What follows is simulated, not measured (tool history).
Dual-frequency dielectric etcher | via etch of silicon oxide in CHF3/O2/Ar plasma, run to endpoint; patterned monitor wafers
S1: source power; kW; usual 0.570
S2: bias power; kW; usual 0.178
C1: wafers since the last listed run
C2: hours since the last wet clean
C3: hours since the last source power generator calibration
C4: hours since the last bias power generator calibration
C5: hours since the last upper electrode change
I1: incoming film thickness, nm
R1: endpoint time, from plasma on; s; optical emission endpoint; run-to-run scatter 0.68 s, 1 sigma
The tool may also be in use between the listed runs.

Run 1, hour 0.0: usual settings; C1 0; C2 49.8; C3 3865.4; C4 2501.4; C5 5213.9; I1 397.8. Result: R1 227.2 s.
Run 2, hour 47.6: usual settings but S2 0.191 kW; C1 205; C2 97.4; C3 3913.0; C4 2549.0; C5 5261.5; I1 389.7. Result: R1 218.5 s.
Run 3, hour 73.0: usual settings but S1 0.500 kW, S2 0.203 kW; C1 109; C2 122.8; C3 3938.4; C4 2574.4; C5 5286.9; I1 389.4. Result: R1 230.4 s.
Run 4, hour 115.5: usual settings but S1 0.500 kW, S2 0.203 kW; C1 183; C2 165.3; C3 3980.9; C4 2616.9; C5 5329.4; I1 394.6. Result: R1 232.5 s.
Run 5, hour 185.8: usual settings but S1 0.500 kW, S2 0.203 kW; C1 304; C2 235.6; C3 4051.2; C4 2687.2; C5 5399.7; I1 397.6. Result: R1 235.4 s.
Run 6, hour 227.3: usual settings; C1 179; C2 277.1; C3 4092.7; C4 2728.7; C5 5441.2; I1 397.2. Result: R1 228.4 s.
Run 7, hour 292.0: usual settings; C1 279; C2 341.8; C3 4157.4; C4 2793.4; C5 5505.9; I1 396.7. Result: R1 226.7 s.
Run 8, hour 334.4: usual settings but S2 0.195 kW; C1 183; C2 384.2; C3 4199.8; C4 2835.8; C5 5548.3; I1 392.8. Result: R1 217.8 s.
At hour 457.8: wet clean of the chamber.
Run 9, hour 516.7: usual settings; C1 684; C2 58.9; C3 4382.1; C4 3018.1; C5 5730.6; I1 391.6. Result: R1 224.7 s.
Run 10, hour 559.2: usual settings but S1 0.650 kW; C1 183; C2 101.4; C3 4424.6; C4 3060.6; C5 5773.1; I1 391.8. Result: R1 210.3 s.
Run 11, hour 614.1: usual settings but S1 0.520 kW; C1 237; C2 156.3; C3 4479.5; C4 3115.5; C5 5828.0; I1 392.3. Result: R1 237.3 s.
Run 12, hour 648.5: usual settings but S1 0.520 kW; C1 148; C2 190.7; C3 4513.9; C4 3149.9; C5 5862.4; I1 395.0. Result: R1 238.7 s.
Run 13, hour 699.4: usual settings but S1 0.520 kW; C1 220; C2 241.6; C3 4564.8; C4 3200.8; C5 5913.3; I1 399.0. Result: R1 241.7 s.
Run 14, hour 767.9: usual settings; C1 296; C2 310.1; C3 4633.3; C4 3269.3; C5 5981.8; I1 393.7. Result: R1 226.5 s.
Run 15, hour 805.1: usual settings; C1 160; C2 347.3; C3 4670.5; C4 3306.5; C5 6019.0; I1 396.5. Result: R1 226.4 s.
Run 16, hour 851.6: usual settings; C1 201; C2 393.8; C3 4717.0; C4 3353.0; C5 6065.5; I1 394.8. Result: R1 227.6 s.
At hour 867.0: source power generator calibrated.
At hour 905.9: wet clean of the chamber.
Run 17, hour 911.4: usual settings but S1 0.530 kW, S2 0.205 kW; C1 137; C2 5.5; C3 44.4; C4 3412.8; C5 6125.3; I1 395.2. Result: R1 219.0 s.
Run 18, hour 965.7: usual settings but S1 0.520 kW, S2 0.212 kW; C1 234; C2 59.8; C3 98.7; C4 3467.1; C5 6179.6; I1 393.3. Result: R1 219.1 s.
Run 19, hour 1033.3: usual settings but S1 0.610 kW; C1 292; C2 127.4; C3 166.3; C4 3534.7; C5 6247.2; I1 396.0. Result: R1 215.4 s.
At hour 1078.1: bias power generator calibrated.
Run 20, hour 1078.6: usual settings; C1 178; C2 172.7; C3 211.6; C4 0.5; C5 6292.5; I1 396.3. Result: R1 223.7 s.
Run 21, hour 1108.3: usual settings but S1 0.700 kW, S2 0.191 kW; C1 128; C2 202.4; C3 241.3; C4 30.2; C5 6322.2; I1 398.5. Result: R1 197.2 s.
At hour 1166.9: upper electrode replaced.
Run 22, hour 1178.3: usual settings but S2 0.148 kW; C1 199; C2 272.4; C3 311.3; C4 100.2; C5 11.4; I1 391.7. Result: R1 234.4 s.
Run 23, hour 1241.5: usual settings but S1 0.510 kW, S2 0.142 kW; C1 273; C2 335.6; C3 374.5; C4 163.4; C5 74.6; I1 397.0. Result: R1 257.0 s.
Run 24, hour 1268.1: usual settings but S1 0.500 kW, S2 0.203 kW; C1 115; C2 362.2; C3 401.1; C4 190.0; C5 101.2; I1 397.1. Result: R1 232.1 s.
Run 25, hour 1297.6: usual settings but S1 0.450 kW, S2 0.198 kW; C1 127; C2 391.7; C3 430.6; C4 219.5; C5 130.7; I1 395.7. Result: R1 248.5 s.
At hour 1385.9: wet clean of the chamber.
Run 26, hour 1386.4: usual settings but S1 0.470 kW, S2 0.221 kW; C1 280; C2 0.5; C3 519.4; C4 308.3; C5 219.5; I1 389.5. Result: R1 227.6 s.
Run 27, hour 1394.0: usual settings; C1 32; C2 8.1; C3 527.0; C4 315.9; C5 227.1; I1 393.7. Result: R1 222.8 s.
Run 28, hour 1440.1: usual settings but S2 0.162 kW; C1 199; C2 54.2; C3 573.1; C4 362.0; C5 273.2; I1 390.6. Result: R1 227.5 s.
Run 29, hour 1465.3: usual settings but S1 0.490 kW, S2 0.136 kW; C1 109; C2 79.4; C3 598.3; C4 387.2; C5 298.4; I1 392.8. Result: R1 265.4 s.
Run 30, hour 1493.3: usual settings but S1 0.670 kW, S2 0.161 kW; C1 121; C2 107.4; C3 626.3; C4 415.2; C5 326.4; I1 393.3. Result: R1 211.1 s.
Run 31, hour 1696.3: usual settings; C1 878; C2 310.4; C3 829.3; C4 618.2; C5 529.4; I1 395.0. Result: R1 223.7 s.
Run 32, hour 1755.4: usual settings; C1 255; C2 369.5; C3 888.4; C4 677.3; C5 588.5; I1 392.4. Result: R1 222.2 s.

Entry by entry between the runs, the difference in hidden state between the last listed run before and the first listed run after:
Runs 8 to 9: wet clean of the chamber (hour 457.8)
  source power that arrives over what is set, %: -4.7 -> -4.73
  measured minus no-state result, R1: +5.7 -> +5.9 s
Runs 16 to 17: source power generator calibrated (hour 867.0); wet clean of the chamber (hour 905.9)
  source power that arrives over what is set, %: -4.79 -> -0.878
  measured minus no-state result, R1: +6.1 -> +1.1 s
Runs 19 to 20: bias power generator calibrated (hour 1078.1)
  source power that arrives over what is set, %: -1.29 -> -1.43
  measured minus no-state result, R1: +1.6 -> +1.8 s
Runs 21 to 22: upper electrode replaced (hour 1166.9)
  source power that arrives over what is set, %: -1.52 -> -1.73
  measured minus no-state result, R1: +1.6 -> +2.2 s
Runs 25 to 26: wet clean of the chamber (hour 1385.9)
  source power that arrives over what is set, %: -2.06 -> -2.29
  measured minus no-state result, R1: +2.8 -> +2.9 s
